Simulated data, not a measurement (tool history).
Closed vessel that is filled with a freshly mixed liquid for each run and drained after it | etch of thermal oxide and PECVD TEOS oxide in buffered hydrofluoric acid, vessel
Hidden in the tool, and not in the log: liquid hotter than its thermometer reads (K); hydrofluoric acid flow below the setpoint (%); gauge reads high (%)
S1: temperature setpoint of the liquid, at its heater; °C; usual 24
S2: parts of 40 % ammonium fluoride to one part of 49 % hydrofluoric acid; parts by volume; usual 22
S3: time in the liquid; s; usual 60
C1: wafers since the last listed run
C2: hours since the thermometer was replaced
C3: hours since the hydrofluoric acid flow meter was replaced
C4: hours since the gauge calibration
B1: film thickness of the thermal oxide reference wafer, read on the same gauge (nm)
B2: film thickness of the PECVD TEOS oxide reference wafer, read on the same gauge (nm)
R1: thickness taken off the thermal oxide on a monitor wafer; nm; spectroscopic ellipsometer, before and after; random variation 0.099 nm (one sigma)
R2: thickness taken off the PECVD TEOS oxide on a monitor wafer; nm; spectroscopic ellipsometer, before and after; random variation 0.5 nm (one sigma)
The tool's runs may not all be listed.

run 1 hour=0 | S1=24 S2=22 S3=60 | C1=0 C2=1517.8 C3=645.7 C4=260 | B1=100 B2=30.01 | R1=33.77 R2=93.51
run 2 hour=10 | S1=24 S2=22 S3=60 | C1=1061 C2=1527.8 C3=655.7 C4=270 | B1=100.03 B2=30.01 | R1=33.79 R2=93.24
run 3 hour=46.4 | S1=24 S2=22 S3=60 | C1=3864 C2=1564.2 C3=692.1 C4=306.4 | B1=100 B2=29.97 | R1=33.7 R2=93.67
run 4 hour=63.3 | S1=24 S2=22 S3=60 | C1=1794 C2=1581.1 C3=709 C4=323.3 | B1=100.01 B2=29.99 | R1=33.94 R2=93.65
run 5 hour=72.2 | S1=24 S2=22 S3=60 | C1=944 C2=1590 C3=717.9 C4=332.2 | B1=99.97 B2=30.02 | R1=34.03 R2=93.7
run 6 hour=89.7 | S1=24 S2=22 S3=60 | C1=1857 C2=1607.5 C3=735.4 C4=349.7 | B1=100 B2=30.03 | R1=33.65 R2=93.87
run 7 hour=102.8 | S1=24 S2=22 S3=60 | C1=1390 C2=1620.6 C3=748.5 C4=362.8 | B1=99.99 B2=29.94 | R1=33.77 R2=92.75
run 8 hour=111.1 | S1=24 S2=22 S3=80 | C1=881 C2=1628.9 C3=756.8 C4=371.1 | B1=99.97 B2=29.96 | R1=45.17 R2=123.6
run 9 hour=125.4 | S1=24 S2=22 S3=80 | C1=1518 C2=1643.2 C3=771.1 C4=385.4 | B1=99.98 B2=30.02 | R1=44.81 R2=124.55
run 10 hour=147.9 | S1=24 S2=22 S3=60 | C1=2388 C2=1665.7 C3=793.6 C4=407.9 | B1=99.98 B2=30.03 | R1=33.67 R2=93.63
run 11 hour=164.3 | S1=24 S2=22 S3=60 | C1=1741 C2=1682.1 C3=810 C4=424.3 | B1=100 B2=30.01 | R1=33.69 R2=93.77
-- hour=169.7 hydrofluoric acid flow meter replaced
run 12 hour=176.8 | S1=24 S2=22 S3=60 | C1=1220 C2=1694.6 C3=7.1 C4=436.8 | B1=100 B2=29.99 | R1=35.16 R2=97.19
run 13 hour=187.4 | S1=22 S2=22 S3=60 | C1=1125 C2=1705.2 C3=17.7 C4=447.4 | B1=100 B2=29.96 | R1=31.68 R2=88.1
-- hour=188.6 gauge calibrated
run 14 hour=203.6 | S1=26.5 S2=22 S3=90 | C1=1719 C2=1721.4 C3=33.9 C4=15 | B1=99.96 B2=30.05 | R1=60.16 R2=167.7
run 15 hour=213.9 | S1=22.5 S2=22 S3=95 | C1=1093 C2=1731.7 C3=44.2 C4=25.3 | B1=100.01 B2=30.04 | R1=51.2 R2=142.57
-- hour=228 thermometer replaced
run 16 hour=229.9 | S1=24 S2=22 S3=60 | C1=1592 C2=1.9 C3=60.2 C4=41.3 | B1=100.02 B2=30 | R1=31.57 R2=87.65
run 17 hour=236.7 | S1=24 S2=22 S3=60 | C1=721 C2=8.7 C3=67 C4=48.1 | B1=99.98 B2=30.02 | R1=31.25 R2=87.49
run 18 hour=245.5 | S1=24 S2=22 S3=60 | C1=934 C2=17.5 C3=75.8 C4=56.9 | B1=99.99 B2=30.03 | R1=31.6 R2=87.1
run 19 hour=259.1 | S1=20.5 S2=14.5 S3=60 | C1=1443 C2=31.1 C3=89.4 C4=70.5 | B1=100.03 B2=30.03 | R1=37.73 R2=104.37
run 20 hour=269 | S1=22.5 S2=22 S3=50 | C1=1051 C2=41 C3=99.3 C4=80.4 | B1=100.02 B2=30 | R1=24.32 R2=66.74
run 21 hour=316.6 | S1=24 S2=25.5 S3=75 | C1=5053 C2=88.6 C3=146.9 C4=128 | B1=100.03 B2=30.02 | R1=35.63 R2=98.53
run 22 hour=329.3 | S1=24 S2=22 S3=60 | C1=1348 C2=101.3 C3=159.6 C4=140.7 | B1=100.01 B2=29.98 | R1=31.49 R2=87.87
run 23 hour=346 | S1=24 S2=22 S3=60 | C1=1772 C2=118 C3=176.3 C4=157.4 | B1=100.01 B2=30.01 | R1=31.47 R2=87.02
run 24 hour=357.9 | S1=21.5 S2=19 S3=35 | C1=1263 C2=129.9 C3=188.2 C4=169.3 | B1=99.99 B2=30 | R1=17.89 R2=49.5
run 25 hour=370.9 | S1=26 S2=22 S3=60 | C1=1380 C2=142.9 C3=201.2 C4=182.3 | B1=100 B2=30.01 | R1=35.07 R2=97.81
run 26 hour=382.4 | S1=24 S2=19.5 S3=60 | C1=1220 C2=154.4 C3=212.7 C4=193.8 | B1=99.97 B2=30 | R1=34.23 R2=94.57
run 27 hour=393.3 | S1=20 S2=22 S3=60 | C1=1157 C2=165.3 C3=223.6 C4=204.7 | B1=99.98 B2=30.01 | R1=25.24 R2=69.78

Measured less the same run without the tool's hidden state. The same run-to-run variation is in both; the gauge's scatter may not be:
run=1 R1=+2.1 R2=+5.82
run=2 R1=+2.1 R2=+5.79
run=3 R1=+2.09 R2=+5.81
run=4 R1=+2.13 R2=+5.86
run=5 R1=+2.13 R2=+5.86
run=6 R1=+2.1 R2=+5.87
run=7 R1=+2.1 R2=+5.78
run=8 R1=+2.82 R2=+7.7
run=9 R1=+2.8 R2=+7.79
run=10 R1=+2.11 R2=+5.87
run=11 R1=+2.12 R2=+5.89
run=12 R1=+3.49 R2=+9.66
run=13 R1=+3.2 R2=+8.9
run=14 R1=+5.91 R2=+16.49
run=15 R1=+5.16 R2=+14.37
run=16 R1=-0.18 R2=-0.5
run=17 R1=-0.18 R2=-0.48
run=18 R1=-0.17 R2=-0.48
run=19 R1=-0.48 R2=-1.32
run=20 R1=-0.13 R2=-0.35
run=21 R1=-0.19 R2=-0.53
run=22 R1=-0.16 R2=-0.45
run=23 R1=-0.16 R2=-0.44
run=24 R1=-0.27 R2=-0.73
run=25 R1=-0.17 R2=-0.5
run=26 R1=-0.43 R2=-1.2
run=27 R1=-0.1 R2=-0.29
